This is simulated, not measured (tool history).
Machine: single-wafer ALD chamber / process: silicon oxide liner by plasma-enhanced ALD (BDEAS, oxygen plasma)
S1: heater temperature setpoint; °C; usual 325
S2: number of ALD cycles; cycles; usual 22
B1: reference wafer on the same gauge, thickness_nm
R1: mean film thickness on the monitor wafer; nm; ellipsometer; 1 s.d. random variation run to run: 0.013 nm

run   hour   S1  S2     B1     R1
  1    0.0  325  19  2.237  1.828
  2   24.5  325  19  2.237  1.843
  3   65.8  329  22  2.233  2.126
  4   95.5  329  22  2.246  2.121
  5  111.0  325  22  2.244  2.123
  6  140.8  325  21  2.238  2.029
  7  167.8  325  21  2.233  2.046
  8  197.1  325  21  2.239  2.041
     243.6  -- gauge calibrated
     264.7  -- thermocouple changed; heater temperature recalibrated
  9  301.9  311  25  2.238  2.475
 10  335.4  312  24  2.240  2.358
 11  354.4  329  25  2.235  2.426
 12  385.0  316  22  2.241  2.172
 13  469.4  330  26  2.244  2.518
 14  488.8  318  24  2.237  2.376
 15  523.1  325  22  2.240  2.129
 16  558.1  325  22  2.241  2.120

What the log doesn't show, run by run:
wafer temperature above the value expected at the setpoint (K): 0 across all the runs
gauge reads high (%): 0 across all the runs
